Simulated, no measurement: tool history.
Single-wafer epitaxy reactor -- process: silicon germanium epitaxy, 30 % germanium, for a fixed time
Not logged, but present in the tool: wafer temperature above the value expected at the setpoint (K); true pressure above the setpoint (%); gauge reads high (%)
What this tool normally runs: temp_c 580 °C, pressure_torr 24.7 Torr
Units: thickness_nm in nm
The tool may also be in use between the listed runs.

run   hour  temp_c  pressure_torr  wafers since the last listed run  hours since the last pyrometer calibration  hours since the last manometer calibration  hours since the showerhead was replaced  hours since the gauge calibration  read-back reference wafer on the same gauge, thickness_nm  thickness_nm
  1    0.0     580           24.7                                 0                                      1183.7                                       924.9                                   2838.9                              123.4                                                     47.422        47.658
  2   16.8     580           24.7                               358                                      1200.5                                       941.7                                   2855.7                              140.2                                                     47.401        47.635
  3   32.6     585           24.7                               337                                      1216.3                                       957.5                                   2871.5                              156.0                                                     47.422        51.720
      37.6  -- gauge calibrated
  4   39.2     585           24.7                               140                                      1222.9                                       964.1                                   2878.1                                1.6                                                     47.397        52.003
  5   53.5     585           24.7                               305                                      1237.2                                       978.4                                   2892.4                               15.9                                                     47.394        51.587
  6   68.6     572           24.7                               322                                      1252.3                                       993.5                                   2907.5                               31.0                                                     47.402        41.790
  7   75.5     569           24.7                               147                                      1259.2                                      1000.4                                   2914.4                               37.9                                                     47.388        39.810
  8   82.2     569           24.7                               142                                      1265.9                                      1007.1                                   2921.1                               44.6                                                     47.344        39.630
  9   95.0     588           24.7                               273                                      1278.7                                      1019.9                                   2933.9                               57.4                                                     47.375        54.529
 10  110.7     588           24.7                               335                                      1294.4                                      1035.6                                   2949.6                               73.1                                                     47.414        54.624
 11  116.9     580           24.7                               132                                      1300.6                                      1041.8                                   2955.8                               79.3                                                     47.368        47.863
 12  128.3     585           21.9                               243                                      1312.0                                      1053.2                                   2967.2                               90.7                                                     47.431        49.232
     136.6  -- showerhead replaced, of another model than before
     142.2  -- pyrometer calibrated
 13  142.7     587           18.6                                16                                         0.5                                      1067.6                                      6.1                              105.1                                                     47.373        46.399
 14  145.0     589           28.7                                49                                         2.8                                      1069.9                                      8.4                              107.4                                                     47.412        53.202
 15  155.7     580           24.7                               228                                        13.5                                      1080.6                                     19.1                              118.1                                                     47.503        43.934
 16  163.2     585           24.7                               160                                        21.0                                      1088.1                                     26.6                              125.6                                                     47.423        47.997
 17  172.7     580           21.4                               202                                        30.5                                      1097.6                                     36.1                              135.1                                                     47.376        42.437
     180.0  -- gauge calibrated
     186.3  -- capacitance manometer re-zeroed and calibrated
 18  186.8     580           27.1                               130                                        44.6                                         0.5                                     50.2                                6.8                                                     47.416        45.323
 19  188.7     568           21.7                                40                                        46.5                                         2.4                                     52.1                                8.7                                                     47.412        35.176
 20  200.2     566           20.7                               245                                        58.0                                        13.9                                     63.6                               20.2                                                     47.335        33.515
 21  212.5     580           26.9                               262                                        70.3                                        26.2                                     75.9                               32.5                                                     47.398        45.381
 22  219.3     580           24.7                               145                                        77.1                                        33.0                                     82.7                               39.3                                                     47.361        44.584
 23  230.1     593           22.7                               230                                        87.9                                        43.8                                     93.5                               50.1                                                     47.459        54.252
 24  237.7     580           24.7                               162                                        95.5                                        51.4                                    101.1                               57.7                                                     47.355        44.771
 25  249.2     587           19.5                               245                                       107.0                                        62.9                                    112.6                               69.2                                                     47.443        47.868

Describe how what the log doesn't record of the tool's condition differs between the last listed run preceding each entry between runs and the first listed run following it.
After run 3, before run 4: gauge calibrated (hour 37.6)
  both runs share identical hidden conditions
  difference, measured minus the result without the unlogged condition, thickness_nm: +4.850 -> +4.881 nm
After run 12, before run 13: showerhead replaced, of another model than before (hour 136.6); pyrometer calibrated (hour 142.2)
  wafer temperature above the value expected at the setpoint (K): 6.02 -> 0.843
  difference, measured minus the result without the unlogged condition, thickness_nm: +4.674 -> +0.644 nm
After run 17, before run 18: gauge calibrated (hour 180.0); capacitance manometer re-zeroed and calibrated (hour 186.3)
  wafer temperature above the value expected at the setpoint (K): 1.26 -> 1.44
  difference, measured minus the result without the unlogged condition, thickness_nm: +0.888 -> +1.085 nm
